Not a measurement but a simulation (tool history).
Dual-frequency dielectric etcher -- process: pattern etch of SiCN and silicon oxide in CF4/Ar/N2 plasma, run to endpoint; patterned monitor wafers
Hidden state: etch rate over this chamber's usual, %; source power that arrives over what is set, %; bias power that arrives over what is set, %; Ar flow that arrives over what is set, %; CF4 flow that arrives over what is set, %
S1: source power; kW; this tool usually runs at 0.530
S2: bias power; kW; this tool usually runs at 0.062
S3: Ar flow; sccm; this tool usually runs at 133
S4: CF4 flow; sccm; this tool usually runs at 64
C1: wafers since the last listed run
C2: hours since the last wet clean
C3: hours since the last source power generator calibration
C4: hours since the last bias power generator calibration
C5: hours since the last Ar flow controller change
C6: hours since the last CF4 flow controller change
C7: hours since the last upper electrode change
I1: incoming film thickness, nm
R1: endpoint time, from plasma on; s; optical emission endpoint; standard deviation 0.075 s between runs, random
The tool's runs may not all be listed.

run,hour,S1,S2,S3,S4,C1,C2,C3,C4,C5,C6,C7,I1,R1
1,0.0,0.530,0.062,133,64,0,204.8,4121.0,3107.4,5278.7,4167.8,2510.2,16.65,18.2
# hour 32.7: Ar flow controller replaced
2,35.1,0.530,0.062,133,64,705,239.9,4156.1,3142.5,2.4,4202.9,2545.3,16.46,18.0
3,48.8,0.530,0.062,133,64,331,253.6,4169.8,3156.2,16.1,4216.6,2559.0,16.65,18.1
4,66.1,0.590,0.062,133,64,419,270.9,4187.1,3173.5,33.4,4233.9,2576.3,16.52,16.0
5,89.1,0.530,0.062,133,64,557,293.9,4210.1,3196.5,56.4,4256.9,2599.3,16.64,18.1
# hour 102.2: bias power generator calibrated
6,121.2,0.530,0.062,133,64,680,326.0,4242.2,19.0,88.5,4289.0,2631.4,16.48,17.7
# hour 156.0: wet clean of the chamber
7,156.5,0.440,0.062,144,70,273,0.5,4277.5,54.3,123.8,4324.3,2666.7,16.67,22.9
8,181.8,0.400,0.062,108,59,613,25.8,4302.8,79.6,149.1,4349.6,2692.0,16.69,25.5
9,208.7,0.590,0.071,161,64,651,52.7,4329.7,106.5,176.0,4376.5,2718.9,16.58,16.6
10,241.7,0.430,0.055,145,64,799,85.7,4362.7,139.5,209.0,4409.5,2751.9,16.67,24.7
# hour 277.6: upper electrode replaced
11,278.1,0.530,0.062,133,64,300,122.1,4399.1,175.9,245.4,4445.9,0.5,16.53,18.5
12,288.0,0.530,0.062,133,57,239,132.0,4409.0,185.8,255.3,4455.8,10.4,16.52,18.9
13,308.4,0.470,0.062,111,64,494,152.4,4429.4,206.2,275.7,4476.2,30.8,16.47,20.3
14,343.9,0.530,0.062,150,64,860,187.9,4464.9,241.7,311.2,4511.7,66.3,16.59,18.8
# hour 363.8: source power generator calibrated
# hour 373.1: CF4 flow controller replaced
15,376.0,0.530,0.062,133,64,535,220.0,12.2,273.8,343.3,2.9,98.4,16.68,18.5
16,403.3,0.530,0.073,133,59,661,247.3,39.5,301.1,370.6,30.2,125.7,16.85,18.3
17,428.3,0.530,0.062,133,64,605,272.3,64.5,326.1,395.6,55.2,150.7,16.64,18.2
18,450.1,0.470,0.068,148,56,528,294.1,86.3,347.9,417.4,77.0,172.5,16.68,21.7
19,465.5,0.530,0.062,133,64,373,309.5,101.7,363.3,432.8,92.4,187.9,16.70,18.3
20,499.0,0.570,0.052,133,64,811,343.0,135.2,396.8,466.3,125.9,221.4,16.64,17.4
21,528.0,0.450,0.053,146,69,702,372.0,164.2,425.8,495.3,154.9,250.4,16.55,22.2
22,545.1,0.530,0.062,133,64,414,389.1,181.3,442.9,512.4,172.0,267.5,16.52,17.8
23,579.0,0.570,0.069,120,52,821,423.0,215.2,476.8,546.3,205.9,301.4,16.58,16.9
# hour 622.7: wet clean of the chamber
24,623.2,0.450,0.053,146,69,489,0.5,259.4,521.0,590.5,250.1,345.6,16.65,23.3

Branching from run 24: 4 alternative next runs. What would each branch give?
A,623.6,0.530,0.069,133,64,9,0.9,259.8,521.4,590.9,250.5,346.0,16.47,?
B,623.6,0.400,0.062,154,64,9,0.9,259.8,521.4,590.9,250.5,346.0,16.47,?
C,623.6,0.530,0.077,133,64,9,0.9,259.8,521.4,590.9,250.5,346.0,16.47,?
D,623.6,0.410,0.077,110,49,9,0.9,259.8,521.4,590.9,250.5,346.0,16.47,?

run,R1
A,18.1
B,26.3
C,17.6
D,24.7
Without the tool's unlogged condition, the same runs would have read:
run,R1
A,18.1
B,26.4
C,17.6
D,24.7

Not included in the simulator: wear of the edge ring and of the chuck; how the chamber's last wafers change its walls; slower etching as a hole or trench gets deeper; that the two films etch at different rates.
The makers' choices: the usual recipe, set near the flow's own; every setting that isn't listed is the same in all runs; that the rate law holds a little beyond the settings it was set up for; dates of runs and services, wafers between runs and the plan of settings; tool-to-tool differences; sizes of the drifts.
